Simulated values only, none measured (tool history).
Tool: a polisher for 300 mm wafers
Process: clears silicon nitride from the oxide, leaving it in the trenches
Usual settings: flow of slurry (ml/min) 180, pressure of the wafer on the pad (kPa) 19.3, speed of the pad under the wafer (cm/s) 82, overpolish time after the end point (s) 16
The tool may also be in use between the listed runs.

| run | hour | flow of slurry (ml/min) | pressure of the wafer on the pad (kPa) | speed of the pad under the wafer (cm/s) | overpolish time after the end point (s) | wafers since the last listed run | wafers polished on this pad | hours since the slurry nozzle was cleaned | hours since the head pressure was calibrated | incoming thickness of the incoming film, nm | time until the end point was called (s) |
|---|---|---|---|---|---|---|---|---|---|---|---|
| 1 | 0.0 | 180 | 19.3 | 82 | 16 | 0 | 693 | 136.8 | 614.0 | 86.6 | 135.3 |
|  | 48.1 | worn pad replaced by a new one |
| 2 | 59.2 | 180 | 19.3 | 82 | 16 | 451 | 90 | 196.0 | 673.2 | 84.4 | 128.2 |
| 3 | 85.4 | 180 | 19.3 | 82 | 16 | 214 | 305 | 222.2 | 699.4 | 84.9 | 127.9 |
| 4 | 112.2 | 180 | 19.3 | 82 | 16 | 219 | 524 | 249.0 | 726.2 | 85.1 | 133.8 |
|  | 165.8 | slurry nozzle cleaned |
|  | 180.6 | worn pad replaced by a new one |
| 5 | 181.1 | 180 | 19.3 | 82 | 16 | 522 | 4 | 15.3 | 795.1 | 84.9 | 132.3 |
| 6 | 212.0 | 180 | 19.3 | 82 | 16 | 252 | 256 | 46.2 | 826.0 | 85.3 | 132.6 |
| 7 | 246.3 | 180 | 19.3 | 82 | 23 | 280 | 537 | 80.5 | 860.3 | 84.8 | 135.1 |
|  | 295.5 | head pressure recalibrated |
|  | 307.9 | worn pad replaced by a new one |
| 8 | 311.8 | 230 | 19.3 | 82 | 16 | 486 | 32 | 146.0 | 16.3 | 85.5 | 129.7 |
| 9 | 339.7 | 195 | 19.3 | 106 | 16 | 228 | 260 | 173.9 | 44.2 | 84.0 | 104.4 |
| 10 | 415.2 | 180 | 25.5 | 82 | 16 | 617 | 877 | 249.4 | 119.7 | 85.3 | 105.3 |
|  | 443.1 | slurry nozzle cleaned |
|  | 451.8 | worn pad replaced by a new one |
| 11 | 467.9 | 235 | 19.3 | 82 | 12 | 390 | 131 | 24.8 | 172.4 | 84.2 | 129.8 |
| 12 | 506.4 | 240 | 19.3 | 74 | 16 | 314 | 446 | 63.3 | 210.9 | 86.1 | 145.7 |
| 13 | 552.2 | 180 | 19.3 | 82 | 16 | 374 | 820 | 109.1 | 256.7 | 83.9 | 136.6 |
|  | 595.3 | worn pad replaced by a new one |
| 14 | 595.8 | 180 | 19.3 | 82 | 16 | 323 | 4 | 152.7 | 300.3 | 84.1 | 124.8 |

Hidden state or all else? Some run-to-run changes of time until the end point was called (s), split into what the settings, what came in and random variation would give without the hidden state, and what is left for the hidden state (with any gauge scatter that isn't in both results):
The hidden state here: removal rate lost through wear of the pad, %; slurry flow missing at the pad, %; deviation of the head's pressure from its setpoint, %.
Run 8 -> 9: flow of slurry (ml/min) 230 -> 195, speed of the pad under the wafer (cm/s) 82 -> 106. time until the end point was called (s) -25.3: hidden state +0.3, all else -25.6.
Run 13 -> 14: worn pad replaced by a new one. time until the end point was called (s) -11.8: hidden state -7.7, all else -4.1.
